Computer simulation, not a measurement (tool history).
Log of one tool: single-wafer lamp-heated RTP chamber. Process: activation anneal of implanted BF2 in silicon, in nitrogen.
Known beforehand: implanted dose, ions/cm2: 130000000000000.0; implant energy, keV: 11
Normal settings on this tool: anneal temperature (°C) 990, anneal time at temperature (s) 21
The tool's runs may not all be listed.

run	hour	anneal temperature (°C)	anneal time at temperature (s)	read-back reference wafer on the same gauge, sheet resistance	sheet resistance of the implanted and annealed layer (ohm/square)
1	0.0	974	21	1088.22	913.39
2	29.7	974	21	1088.82	914.97
3	48.7	990	21	1089.40	911.90
4	82.0	990	26	1089.37	911.71
5	149.7	990	11	1091.16	921.92
6	176.7	990	11	1092.41	921.32
7	188.7	990	11	1092.62	923.60
# hour 196.9: reflector plate cleaned
8	221.0	990	21	1093.84	916.64
9	243.5	990	21	1094.31	917.35
10	258.3	990	21	1095.21	918.88
11	277.9	990	15	1096.09	920.96
12	290.7	990	21	1096.68	918.81
13	326.1	990	21	1097.86	918.99
14	345.8	982	15	1098.86	924.42
# hour 356.7: gauge calibrated
15	374.9	969	21	1089.68	914.25
16	401.5	990	21	1090.18	913.91
17	426.3	969	26	1089.98	911.98
18	440.5	990	21	1090.38	915.64
# hour 465.3: pyrometer window cleaned and pyrometer calibrated
19	466.2	973	21	1090.11	913.55
20	510.7	981	25	1091.05	910.38
21	538.2	1008	9	1091.52	927.00
22	571.5	982	18	1091.58	918.22
23	596.2	990	27	1092.43	909.32

What if the next run were any one of these 3? Each begins from the tool's condition after run 23:
A	596.6	990	21	?	?
B	596.6	972	11	?	?
C	596.6	999	29	?	?

run	read-back reference wafer on the same gauge, sheet resistance	sheet resistance of the implanted and annealed layer (ohm/square)
A	1092.23	911.87
B	1092.23	919.94
C	1092.23	905.10
Take away the tool's hidden state, keep each run's random variation, and the runs would have read:
run	sheet resistance of the implanted and annealed layer (ohm/square)
A	908.02
B	916.06
C	901.29

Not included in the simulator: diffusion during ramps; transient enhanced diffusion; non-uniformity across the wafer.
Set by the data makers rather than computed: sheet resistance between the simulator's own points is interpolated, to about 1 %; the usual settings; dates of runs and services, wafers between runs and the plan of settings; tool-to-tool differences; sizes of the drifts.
